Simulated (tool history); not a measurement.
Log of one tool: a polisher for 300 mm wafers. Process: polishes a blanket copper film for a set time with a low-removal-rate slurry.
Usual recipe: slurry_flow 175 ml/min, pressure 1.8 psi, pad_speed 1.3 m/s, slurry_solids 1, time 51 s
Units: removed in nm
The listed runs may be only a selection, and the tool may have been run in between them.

run    hour  slurry_flow  pressure  pad_speed  slurry_solids  time  incoming thickness of the incoming film, nm  removed
  1       0          175       1.8        1.3           1.05    51                                        896.7    110.8
  2    42.9          175       1.8        1.3              1    51                                        892.9      111
  3   108.2          175       1.8        1.3              1    51                                        906.7    109.9
  4   272.1          175       1.8        1.3              1    51                                        885.5    112.4
  5   413.3          175       1.8        1.3              1    51                                        881.4    109.4
  6   469.8          175       1.8          1              1    51                                        892.4     84.4
  7   530.7          175       1.8        1.3              1    51                                        890.1    111.4
  8   567.6          175       1.4        1.3            0.9    51                                          889       86
  9   629.6          175       1.4        1.3            0.9    51                                        872.4     84.5
 10   661.1          175       1.4        1.3            0.9    51                                        898.5     84.5
 11   716.5          175       1.8        1.3              1    51                                          889    110.9
 12   825.8          175       1.5        1.5            1.2    63                                        894.8    135.4
 13   889.9          175       1.8        1.3              1    51                                        892.5    109.4
 14   923.3          125       1.6        1.3            0.7    36                                        879.3     60.2
 15   960.2          175       2.2        1.6              1    60                                        883.2    192.1
 16    1004          175       1.8        1.3              1    44                                        889.3     95.9
 17  1030.1          200       1.8       1.68              1    35                                        897.9     98.7
 18  1090.5          175       1.8        1.3              1    34                                        884.7     72.4
 19  1123.4          150       2.1        1.3           0.85    56                                        891.1    130.5
 20  1183.1          175       1.8        1.3              1    51                                        903.1    108.9
 21  1253.1          175       1.8        1.3              1    51                                        891.7    109.7
 22  1277.6          175       1.8        1.3              1    51                                        878.5    109.3
 23  1335.7          175       1.8        1.3              1    51                                        891.2    109.5
 24  1367.5          175       1.8       0.92              1    51                                        888.7     77.8
 25  1397.9          175       2.1        1.3            0.8    51                                        890.2      121
 26  1430.1          175       2.3        1.3            1.1    51                                        903.4    144.1
 27  1484.9          125       1.8        1.5            0.7    45                                        894.2     98.2
 28    1547          175       1.8        1.3           0.85    58                                        874.4    118.4
 29    1757          210       1.8        1.3           1.25    51                                        894.6    119.4

Put back what was entered between runs (13 entries, withheld): which listed runs does each sit between, and how does the hidden state differ from the listed run before to the listed run after?
After run 1, before run 2: slurry blender recalibrated (hour 11.4)
  nothing in the hidden state changes from one run to the other
After run 2, before run 3: slurry nozzle cleaned (hour 62.6)
  nothing in the hidden state changes from one run to the other
After run 3, before run 4: worn pad replaced by a new one (hour 134.5)
  nothing in the hidden state changes from one run to the other
After run 5, before run 6: slurry blender recalibrated (hour 420.1); head pressure recalibrated (hour 451.2)
  nothing in the hidden state changes from one run to the other
After run 8, before run 9: worn pad replaced by a new one (hour 575.2)
  nothing in the hidden state changes from one run to the other
After run 11, before run 12: slurry nozzle cleaned (hour 734.1)
  nothing in the hidden state changes from one run to the other
After run 12, before run 13: slurry blender recalibrated (hour 859.3)
  nothing in the hidden state changes from one run to the other
After run 17, before run 18: worn pad replaced by a new one (hour 1035.3)
  nothing in the hidden state changes from one run to the other
After run 19, before run 20: head pressure recalibrated (hour 1127.9)
  nothing in the hidden state changes from one run to the other
After run 22, before run 23: slurry blender recalibrated (hour 1320.2)
  nothing in the hidden state changes from one run to the other
After run 26, before run 27: slurry nozzle cleaned (hour 1440.7); worn pad replaced by a new one (hour 1474.8)
  nothing in the hidden state changes from one run to the other

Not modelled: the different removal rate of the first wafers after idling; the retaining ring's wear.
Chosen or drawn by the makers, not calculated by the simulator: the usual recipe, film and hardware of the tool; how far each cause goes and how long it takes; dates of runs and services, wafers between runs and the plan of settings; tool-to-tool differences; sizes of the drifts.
